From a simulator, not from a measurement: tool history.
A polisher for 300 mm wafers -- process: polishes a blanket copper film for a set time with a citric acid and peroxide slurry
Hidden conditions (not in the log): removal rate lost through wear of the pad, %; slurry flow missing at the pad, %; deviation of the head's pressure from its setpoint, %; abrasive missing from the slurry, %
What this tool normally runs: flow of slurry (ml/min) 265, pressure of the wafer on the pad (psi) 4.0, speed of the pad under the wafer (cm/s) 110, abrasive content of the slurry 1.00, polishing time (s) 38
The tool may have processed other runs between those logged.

run   hour  flow of slurry (ml/min)  pressure of the wafer on the pad (psi)  speed of the pad under the wafer (cm/s)  abrasive content of the slurry  polishing time (s)  wafers since the last listed run  wafers polished on this pad  hours since the slurry nozzle was cleaned  hours since the head pressure was calibrated  hours since the slurry blender was calibrated  incoming thickness of the incoming film, nm  film removed (Å)
  1    0.0                      265                                     4.0                                      110                            1.15                  41                                 0                           76                                      466.7                                         168.0                                          255.5                                        988.9              1121
  2   26.1                      265                                     4.0                                      110                            1.15                  41                               195                          271                                      492.8                                         194.1                                          281.6                                        957.1              1121
      35.7  -- slurry nozzle cleaned
  3   58.9                      305                                     4.0                                      110                            1.00                  38                               237                          509                                       23.2                                         226.9                                          314.4                                        968.8              1015
  4   75.5                      305                                     4.0                                      110                            1.00                  38                               124                          633                                       39.8                                         243.5                                          331.0                                        969.3              1016
  5   98.3                      305                                     4.0                                      110                            1.00                  38                               170                          804                                       62.6                                         266.3                                          353.8                                        958.9              1015
     131.3  -- worn pad replaced by a new one
  6  133.3                      265                                     4.0                                      110                            1.00                  38                               231                           15                                       97.6                                         301.3                                          388.8                                        974.6              1019
  7  155.6                      265                                     3.0                                      110                            1.00                  38                               166                          181                                      119.9                                         323.6                                          411.1                                        973.1               769
  8  184.1                      265                                     3.0                                      110                            1.00                  38                               213                          395                                      148.4                                         352.1                                          439.6                                        972.6               762
  9  218.3                      265                                     3.0                                      110                            1.00                  38                               255                          650                                      182.6                                         386.3                                          473.8                                        977.4               754
 10  247.0                      265                                     4.0                                      110                            1.00                  38                               214                          865                                      211.3                                         415.0                                          502.5                                        986.0               985
     256.2  -- slurry blender recalibrated
 11  266.3                      265                                     4.0                                      110                            1.00                  38                               129                          994                                      230.6                                         434.3                                           10.1                                        966.3               974
 12  300.0                      265                                     4.7                                      110                            1.00                  38                               252                         1247                                      264.3                                         468.0                                           43.8                                        970.0              1113
     309.1  -- worn pad replaced by a new one
 13  328.8                      265                                     4.0                                      110                            1.00                  38                               185                          147                                      293.1                                         496.8                                           72.6                                        971.9              1026
 14  362.3                      265                                     4.0                                      110                            1.00                  38                               250                          397                                      326.6                                         530.3                                          106.1                                        964.2              1011
 15  392.5                      265                                     4.0                                      130                            1.00                  32                               225                          623                                      356.8                                         560.5                                          136.3                                        984.1               991
 16  420.3                      290                                     5.1                                      128                            1.00                  38                               207                          831                                      384.6                                         588.3                                          164.1                                        987.1              1447
     446.0  -- worn pad replaced by a new one
 17  449.1                      265                                     5.1                                      110                            1.00                  49                               185                           23                                      413.4                                         617.1                                          192.9                                        981.0              1660
     460.8  -- head pressure recalibrated
     463.5  -- slurry nozzle cleaned
 18  481.4                      265                                     3.4                                      110                            0.70                  38                               219                          242                                       17.9                                          20.6                                          225.2                                        971.5               808
 19  505.2                      265                                     4.0                                       74                            1.15                  38                               178                          420                                       41.7                                          44.4                                          249.0                                        986.9               696
 20  521.5                      265                                     2.8                                      110                            1.00                  38                               121                          542                                       58.0                                          60.7                                          265.3                                        985.4               716
 21  546.5                      325                                     4.0                                      110                            1.00                  44                               186                          729                                       83.0                                          85.7                                          290.3                                        956.1              1192
 22  566.3                      170                                     4.9                                      144                            1.00                  49                               148                          877                                      102.8                                         105.5                                          310.1                                        986.6              1875
 23  593.8                      265                                     4.0                                      110                            1.00                  38                               205                         1083                                      130.3                                         133.0                                          337.6                                        959.6               991
     598.0  -- worn pad replaced by a new one
 24  613.7                      265                                     4.0                                      110                            1.00                  38                               118                          117                                      150.2                                         152.9                                          357.5                                        981.2              1013
 25  628.9                      265                                     4.4                                       92                            1.00                  38                               113                          231                                      165.4                                         168.1                                          372.7                                        983.4               929
 26  657.7                      340                                     4.0                                      110                            0.90                  38                               215                          446                                      194.2                                         196.9                                          401.5                                        975.1              1012
 27  670.4                      265                                     3.3                                      110                            1.00                  28                                94                          541                                      206.9                                         209.6                                          414.2                                        965.9               611
 28  693.0                      265                                     4.0                                      110                            1.00                  38                               169                          710                                      229.5                                         232.2                                          436.8                                        964.2               984

The next listed run, before its measurement:
     700.4  -- slurry blender recalibrated
 29  715.4                      265                                     4.8                                      110                            1.00                  45                               152                          863                                      251.9                                         254.6                                           15.0                                        968.8                 ?

Run 29 gave film removed (Å) 1362.
Take away the tool's hidden state, keep the run-to-run variation as it was, and the same run would have given film removed (Å) 1412.

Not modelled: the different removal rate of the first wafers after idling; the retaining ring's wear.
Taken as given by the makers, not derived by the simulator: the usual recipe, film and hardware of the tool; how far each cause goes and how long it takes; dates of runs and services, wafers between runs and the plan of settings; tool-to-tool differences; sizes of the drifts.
